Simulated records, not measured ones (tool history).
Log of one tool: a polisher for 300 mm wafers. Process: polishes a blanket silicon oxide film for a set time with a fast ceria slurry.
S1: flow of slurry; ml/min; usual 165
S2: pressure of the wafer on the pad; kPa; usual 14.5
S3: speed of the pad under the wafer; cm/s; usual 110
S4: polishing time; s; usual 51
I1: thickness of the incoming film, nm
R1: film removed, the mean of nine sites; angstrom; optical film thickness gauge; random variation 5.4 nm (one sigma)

Run 1, hour 0.0: usual settings; I1 3585.7. Result: R1 6837 angstrom.
Run 2, hour 26.1: usual settings; I1 3561.3. Result: R1 6800 angstrom.
Run 3, hour 52.4: usual settings; I1 3566.9. Result: R1 6685 angstrom.
Run 4, hour 87.3: usual settings; I1 3579.4. Result: R1 6754 angstrom.
At hour 108.5: slurry nozzle cleaned.
Run 5, hour 109.0: usual settings; I1 3656.3. Result: R1 6646 angstrom.
Run 6, hour 127.2: usual settings; I1 3600.0. Result: R1 6674 angstrom.
Run 7, hour 158.4: usual settings; I1 3596.0. Result: R1 6600 angstrom.
Run 8, hour 180.6: usual settings; I1 3652.3. Result: R1 6564 angstrom.
Run 9, hour 196.0: usual settings; I1 3623.9. Result: R1 6521 angstrom.
Run 10, hour 230.6: usual settings but S3 124 cm/s; I1 3542.2. Result: R1 7374 angstrom.
Run 11, hour 259.7: usual settings; I1 3561.2. Result: R1 6443 angstrom.
At hour 276.2: worn pad replaced by a new one.
Run 12, hour 300.0: usual settings; I1 3604.8. Result: R1 6861 angstrom.
Run 13, hour 315.7: usual settings; I1 3627.1. Result: R1 6813 angstrom.
Run 14, hour 338.8: usual settings but S1 145 ml/min; I1 3619.4. Result: R1 6662 angstrom.
Run 15, hour 362.6: usual settings but S3 144 cm/s; I1 3639.7. Result: R1 8869 angstrom.
At hour 383.5: slurry nozzle cleaned.
Run 16, hour 397.7: usual settings; I1 3663.9. Result: R1 6667 angstrom.
Run 17, hour 420.8: usual settings but S1 120 ml/min; I1 3563.0. Result: R1 6176 angstrom.
Run 18, hour 436.6: usual settings; I1 3591.6. Result: R1 6639 angstrom.
Run 19, hour 459.2: usual settings but S1 200 ml/min, S4 44 s; I1 3592.2. Result: R1 5952 angstrom.
Run 20, hour 485.3: usual settings but S3 84 cm/s, S4 36 s; I1 3625.5. Result: R1 3604 angstrom.
Run 21, hour 504.1: usual settings but S1 110 ml/min, S3 138 cm/s, S4 43 s; I1 3606.3. Result: R1 6329 angstrom.
Run 22, hour 522.1: usual settings but S2 10.3 kPa, S3 132 cm/s; I1 3607.2. Result: R1 5658 angstrom.
Run 23, hour 545.7: usual settings; I1 3563.0. Result: R1 6476 angstrom.
At hour 553.5: worn pad replaced by a new one.
Run 24, hour 572.0: usual settings but S2 17.9 kPa, S3 90 cm/s, S4 38 s; I1 3559.7. Result: R1 5174 angstrom.
Run 25, hour 591.1: usual settings but S3 84 cm/s, S4 39 s; I1 3570.2. Result: R1 4003 angstrom.
At hour 653.0: slurry nozzle cleaned.
At hour 692.8: head pressure recalibrated.
Run 26, hour 693.2: usual settings; I1 3608.2. Result: R1 6783 angstrom.
Run 27, hour 727.3: usual settings but S1 125 ml/min, S2 12.4 kPa, S3 94 cm/s, S4 38 s; I1 3623.7. Result: R1 3420 angstrom.
Run 28, hour 748.8: usual settings but S1 220 ml/min, S4 68 s; I1 3634.1. Result: R1 9295 angstrom.
Run 29, hour 780.2: usual settings but S1 150 ml/min, S4 60 s; I1 3664.8. Result: R1 7510 angstrom.
At hour 803.8: worn pad replaced by a new one.
Run 30, hour 804.3: usual settings but S2 11.7 kPa, S3 100 cm/s, S4 41 s; I1 3605.5. Result: R1 4025 angstrom.
Run 31, hour 836.1: usual settings but S1 195 ml/min, S3 78 cm/s, S4 45 s; I1 3608.2. Result: R1 4382 angstrom.
Run 32, hour 864.9: usual settings but S1 220 ml/min; I1 3622.4. Result: R1 7067 angstrom.
Run 33, hour 878.6: usual settings but S2 12.4 kPa, S4 68 s; I1 3632.1. Result: R1 7746 angstrom.
At hour 939.1: slurry nozzle cleaned.
Run 34, hour 940.6: usual settings but S2 17.9 kPa, S4 65 s; I1 3607.0. Result: R1 10415 angstrom.
Run 35, hour 972.3: usual settings; I1 3582.3. Result: R1 6575 angstrom.
Run 36, hour 998.9: usual settings but S1 125 ml/min, S2 11.0 kPa, S3 96 cm/s, S4 67 s; I1 3692.7. Result: R1 5409 angstrom.
Run 37, hour 1030.5: usual settings; I1 3572.1. Result: R1 6509 angstrom.
Run 38, hour 1046.5: usual settings but S3 128 cm/s; I1 3618.3. Result: R1 7628 angstrom.

Forecast each of these 3 alternatives for the next run:
Run A, hour 1046.9: usual settings; I1 3663.9. Result: R1 ?.
Run B, hour 1046.9: usual settings but S1 215 ml/min, S3 142 cm/s, S4 56 s; I1 3663.9. Result: R1 ?.
Run C, hour 1046.9: usual settings but S1 225 ml/min, S3 96 cm/s, S4 36 s; I1 3663.9. Result: R1 ?.

run    R1
  A  6547
  B  9658
  C  4222
Without the tool's hidden state the same runs would have given:
run     R1
  A   6930
  B  10224
  C   4469
